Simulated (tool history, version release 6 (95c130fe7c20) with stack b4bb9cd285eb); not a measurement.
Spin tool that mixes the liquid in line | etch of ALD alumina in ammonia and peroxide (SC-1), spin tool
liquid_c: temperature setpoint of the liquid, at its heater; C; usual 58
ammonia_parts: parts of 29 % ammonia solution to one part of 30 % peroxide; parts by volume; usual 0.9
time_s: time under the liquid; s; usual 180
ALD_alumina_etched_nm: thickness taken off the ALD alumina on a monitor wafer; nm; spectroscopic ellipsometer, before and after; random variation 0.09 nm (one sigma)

| run | hour | liquid_c | ammonia_parts | time_s | wafers since the last listed run | hours since the thermometer was replaced | hours since the ammonia flow meter was replaced | hours since the heated supply line was repaired | hours since the drum of ammonia solution was connected | hours since the gauge calibration | read-back film thickness of the ALD alumina reference wafer, read on the same gauge (nm) | ALD_alumina_etched_nm |
|---|---|---|---|---|---|---|---|---|---|---|---|---|
| 1 | 0 | 50.5 | 0.9 | 180 | 0 | 725.1 | 2021.5 | 2571.1 | 375.5 | 639.1 | 140.01 | 10.2 |
|  | 65.2 | new drum of ammonia solution connected |
| 2 | 90.6 | 58 | 0.9 | 180 | 927 | 815.7 | 2112.1 | 2661.7 | 25.4 | 729.7 | 139.99 | 15.2 |
| 3 | 130.3 | 58 | 0.9 | 180 | 410 | 855.4 | 2151.8 | 2701.4 | 65.1 | 769.4 | 140.01 | 15.13 |
| 4 | 153.7 | 58 | 0.9 | 180 | 242 | 878.8 | 2175.2 | 2724.8 | 88.5 | 792.8 | 140 | 15.2 |
| 5 | 183.2 | 49.5 | 0.9 | 235 | 305 | 908.3 | 2204.7 | 2754.3 | 118 | 822.3 | 139.97 | 12.53 |
|  | 185 | ammonia flow meter replaced |
|  | 193 | heated supply line repaired |
| 6 | 201.7 | 63 | 0.75 | 290 | 170 | 926.8 | 16.7 | 8.7 | 136.5 | 840.8 | 140.01 | 35.07 |
| 7 | 222.8 | 50 | 1.05 | 115 | 218 | 947.9 | 37.8 | 29.8 | 157.6 | 861.9 | 139.98 | 7.29 |
|  | 222.8 | gauge calibrated |
| 8 | 245.5 | 58 | 0.6 | 140 | 234 | 970.6 | 60.5 | 52.5 | 180.3 | 22.7 | 140.02 | 12.84 |
| 9 | 294.7 | 49.5 | 0.9 | 180 | 509 | 1019.8 | 109.7 | 101.7 | 229.5 | 71.9 | 140 | 10.94 |
| 10 | 310.3 | 58 | 0.9 | 180 | 161 | 1035.4 | 125.3 | 117.3 | 245.1 | 87.5 | 140 | 17.02 |
| 11 | 322.7 | 58 | 0.9 | 180 | 128 | 1047.8 | 137.7 | 129.7 | 257.5 | 99.9 | 140 | 17.11 |
| 12 | 343.6 | 63.5 | 0.75 | 215 | 216 | 1068.7 | 158.6 | 150.6 | 278.4 | 120.8 | 139.99 | 26.64 |
| 13 | 369.1 | 61 | 0.9 | 110 | 263 | 1094.2 | 184.1 | 176.1 | 303.9 | 146.3 | 139.99 | 12.05 |
| 14 | 404 | 50.5 | 0.5 | 180 | 361 | 1129.1 | 219 | 211 | 338.8 | 181.2 | 140.03 | 10.86 |
|  | 411.9 | thermometer replaced |
| 15 | 416.2 | 58 | 0.9 | 280 | 115 | 4.3 | 231.2 | 223.2 | 351 | 193.4 | 140.01 | 26.37 |
|  | 432.3 | new drum of ammonia solution connected |
| 16 | 445.3 | 58 | 0.75 | 180 | 290 | 33.4 | 260.3 | 252.3 | 13 | 222.5 | 140.02 | 16.69 |
| 17 | 464.3 | 58 | 0.9 | 180 | 196 | 52.4 | 279.3 | 271.3 | 32 | 241.5 | 140.01 | 17.14 |
| 18 | 497.8 | 58 | 0.9 | 290 | 346 | 85.9 | 312.8 | 304.8 | 65.5 | 275 | 140.01 | 27.21 |
| 19 | 518.2 | 58 | 1.2 | 180 | 211 | 106.3 | 333.2 | 325.2 | 85.9 | 295.4 | 140 | 17.48 |
| 20 | 546.9 | 49 | 1.1 | 230 | 297 | 135 | 361.9 | 353.9 | 114.6 | 324.1 | 139.98 | 13.63 |
| 21 | 617.7 | 68 | 0.9 | 180 | 732 | 205.8 | 432.7 | 424.7 | 185.4 | 394.9 | 140.02 | 27.85 |
| 22 | 650.9 | 58 | 1.1 | 180 | 343 | 239 | 465.9 | 457.9 | 218.6 | 428.1 | 140.02 | 17.28 |

Forecast run 23:
| 23 | 683.8 | 51 | 1.05 | 180 | 340 | 271.9 | 498.8 | 490.8 | 251.5 | 461 | ? | ? |

{"run 23": {"read-back film thickness of the ALD alumina reference wafer, read on the same gauge (nm)": 140.01, "ALD_alumina_etched_nm": 11.69}}
Without the tool's hidden state the same run would have given ALD_alumina_etched_nm 12.2 nm.
